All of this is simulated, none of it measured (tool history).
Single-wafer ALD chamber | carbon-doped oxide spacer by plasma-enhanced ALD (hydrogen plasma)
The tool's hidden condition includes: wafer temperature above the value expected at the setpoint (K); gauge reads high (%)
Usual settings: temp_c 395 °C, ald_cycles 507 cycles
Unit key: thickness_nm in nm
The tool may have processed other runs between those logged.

| run | day | temp_c | ald_cycles | wafers since the last listed run | hours since the last thermocouple change | hours since the gauge calibration | read-back reference wafer on the same gauge, thickness_nm | thickness_nm |
|---|---|---|---|---|---|---|---|---|
| 1 | 0.000 | 395 | 507 | 0 | 521.9 | 318.5 | 29.490 | 25.406 |
| 2 | 3.025 | 395 | 507 | 66 | 594.5 | 391.1 | 29.480 | 25.407 |
| 3 | 4.733 | 395 | 507 | 37 | 635.5 | 432.1 | 29.513 | 25.245 |
| 4 | 6.438 | 395 | 507 | 37 | 676.4 | 473.0 | 29.521 | 25.385 |
| 5 | 10.321 | 395 | 582 | 85 | 769.6 | 566.2 | 29.504 | 29.094 |
| 6 | 13.046 | 395 | 534 | 59 | 835.0 | 631.6 | 29.487 | 26.747 |
|  | 14.588 | gauge calibrated |
| 7 | 15.317 | 395 | 534 | 49 | 889.5 | 17.5 | 29.491 | 26.621 |
| 8 | 17.246 | 384 | 507 | 42 | 935.8 | 63.8 | 29.484 | 25.304 |
| 9 | 19.358 | 384 | 507 | 46 | 986.5 | 114.5 | 29.486 | 25.321 |
| 10 | 21.879 | 401 | 433 | 55 | 1047.0 | 175.0 | 29.506 | 21.564 |
| 11 | 25.583 | 395 | 507 | 81 | 1135.9 | 263.9 | 29.465 | 25.319 |
| 12 | 27.512 | 387 | 561 | 42 | 1182.2 | 310.2 | 29.501 | 27.994 |
| 13 | 30.583 | 407 | 552 | 67 | 1255.9 | 383.9 | 29.522 | 27.195 |
|  | 33.325 | thermocouple changed; heater temperature recalibrated |
| 14 | 33.346 | 402 | 544 | 53 | 0.5 | 450.2 | 29.501 | 27.101 |
| 15 | 36.108 | 399 | 538 | 60 | 66.8 | 516.5 | 29.491 | 26.783 |
| 16 | 40.446 | 395 | 557 | 95 | 170.9 | 620.6 | 29.522 | 27.844 |
|  | 42.196 | gauge calibrated |
| 17 | 42.929 | 403 | 440 | 54 | 230.5 | 17.6 | 29.496 | 21.783 |
| 18 | 45.058 | 391 | 580 | 46 | 281.6 | 68.7 | 29.491 | 29.028 |
| 19 | 47.158 | 395 | 507 | 45 | 332.0 | 119.1 | 29.473 | 25.430 |

Hidden state, per run?
wafer temperature above the value expected at the setpoint (K): 0 on each run
gauge reads high (%): 0 on each run

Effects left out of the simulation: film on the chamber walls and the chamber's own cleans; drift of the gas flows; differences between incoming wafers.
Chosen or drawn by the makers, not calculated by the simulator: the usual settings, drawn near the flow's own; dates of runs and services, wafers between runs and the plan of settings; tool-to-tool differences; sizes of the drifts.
